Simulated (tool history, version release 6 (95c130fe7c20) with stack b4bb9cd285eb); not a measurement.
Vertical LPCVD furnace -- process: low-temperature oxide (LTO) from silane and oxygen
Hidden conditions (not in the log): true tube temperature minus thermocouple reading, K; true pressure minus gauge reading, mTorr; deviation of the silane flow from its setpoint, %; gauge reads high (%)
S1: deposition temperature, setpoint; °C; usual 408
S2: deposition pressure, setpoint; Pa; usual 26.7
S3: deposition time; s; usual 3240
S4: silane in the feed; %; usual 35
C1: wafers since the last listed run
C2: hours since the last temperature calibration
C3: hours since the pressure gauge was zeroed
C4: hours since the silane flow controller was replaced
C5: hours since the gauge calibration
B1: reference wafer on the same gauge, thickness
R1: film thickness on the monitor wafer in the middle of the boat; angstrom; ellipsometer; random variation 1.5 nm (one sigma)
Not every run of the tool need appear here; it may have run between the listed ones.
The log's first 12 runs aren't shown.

Run 13, hour 196.6: usual settings; C1 55; C2 2887.4; C3 9.9; C4 5733.7; C5 478.8; B1 517.37. Result: R1 4398.7 angstrom.
Run 14, hour 201.3: usual settings; C1 55; C2 2892.1; C3 14.6; C4 5738.4; C5 483.5; B1 518.2. Result: R1 4397.2 angstrom.
Run 15, hour 207.8: usual settings but S4 30 %; C1 76; C2 2898.6; C3 21.1; C4 5744.9; C5 490; B1 518.16. Result: R1 3564.3 angstrom.
Run 16, hour 225.7: usual settings; C1 211; C2 2916.5; C3 39; C4 5762.8; C5 507.9; B1 517.54. Result: R1 4420.6 angstrom.
Run 17, hour 233.8: usual settings but S4 42 %; C1 95; C2 2924.6; C3 47.1; C4 5770.9; C5 516; B1 519. Result: R1 5489.2 angstrom.
At hour 240.5: gauge calibrated.
At hour 257.9: silane flow controller replaced.
At hour 267.3: thermocouples replaced and temperature profile calibrated.
Run 18, hour 267.8: usual settings but S2 30.7 Pa, S3 1950 s, S4 38 %; C1 7; C2 0.5; C3 81.1; C4 9.9; C5 27.3; B1 518.5. Result: R1 3389.1 angstrom.
Run 19, hour 272.5: usual settings; C1 55; C2 5.2; C3 85.8; C4 14.6; C5 32; B1 518.41. Result: R1 4393.9 angstrom.
Run 20, hour 282.2: usual settings but S2 24 Pa, S3 1950 s; C1 114; C2 14.9; C3 95.5; C4 24.3; C5 41.7; B1 519.11. Result: R1 2402.9 angstrom.
Run 21, hour 300.9: usual settings but S3 3930 s; C1 220; C2 33.6; C3 114.2; C4 43; C5 60.4; B1 518.56. Result: R1 5367.6 angstrom.
Run 22, hour 359.3: usual settings but S1 415 °C; C1 690; C2 92; C3 172.6; C4 101.4; C5 118.8; B1 517.94. Result: R1 4815.5 angstrom.
Run 23, hour 372.3: usual settings; C1 153; C2 105; C3 185.6; C4 114.4; C5 131.8; B1 517.52. Result: R1 4455 angstrom.
Run 24, hour 385: usual settings but S1 418 °C; C1 150; C2 117.7; C3 198.3; C4 127.1; C5 144.5; B1 517.77. Result: R1 4961.4 angstrom.
Run 25, hour 402.2: usual settings; C1 203; C2 134.9; C3 215.5; C4 144.3; C5 161.7; B1 517.59. Result: R1 4454.6 angstrom.
Run 26, hour 417: usual settings but S2 32.7 Pa, S3 2160 s; C1 174; C2 149.7; C3 230.3; C4 159.1; C5 176.5; B1 517.96. Result: R1 3641 angstrom.
Run 27, hour 436: usual settings but S1 399 °C; C1 224; C2 168.7; C3 249.3; C4 178.1; C5 195.5; B1 518.48. Result: R1 4015.4 angstrom.
Run 28, hour 446.5: usual settings but S3 4050 s; C1 124; C2 179.2; C3 259.8; C4 188.6; C5 206; B1 517.2. Result: R1 5591 angstrom.
Run 29, hour 460.9: usual settings; C1 170; C2 193.6; C3 274.2; C4 203; C5 220.4; B1 517.81. Result: R1 4473.7 angstrom.
Run 30, hour 480.2: usual settings but S2 31.3 Pa, S4 41 %; C1 228; C2 212.9; C3 293.5; C4 222.3; C5 239.7; B1 518.1. Result: R1 6374.9 angstrom.
Run 31, hour 491.5: usual settings but S1 413 °C, S2 22 Pa, S3 3780 s, S4 30 %; C1 133; C2 224.2; C3 304.8; C4 233.6; C5 251; B1 517.85. Result: R1 3713.8 angstrom.
Run 32, hour 510.5: usual settings but S1 399 °C, S4 41 %; C1 224; C2 243.2; C3 323.8; C4 252.6; C5 270; B1 518.07. Result: R1 4992.7 angstrom.

3 ways to go on from here, each from the tool as it stands after run 32. What would each give?
Run A, hour 515.3: usual settings but S2 22 Pa; C1 56; C2 248; C3 328.6; C4 257.4; C5 274.8; B1 ?. Result: R1 ?.
Run B, hour 515.3: usual settings but S4 38 %; C1 56; C2 248; C3 328.6; C4 257.4; C5 274.8; B1 ?. Result: R1 ?.
Run C, hour 515.3: usual settings but S2 23.3 Pa, S3 3690 s, S4 38 %; C1 56; C2 248; C3 328.6; C4 257.4; C5 274.8; B1 ?. Result: R1 ?.

run   B1      R1
  A  518  3747.8
  B  518  5013.6
  C  518  5015.7
Had the tool no hidden state, the same runs would have come out as:
run      R1
  A  3624.8
  B  4877.1
  C  4860.1
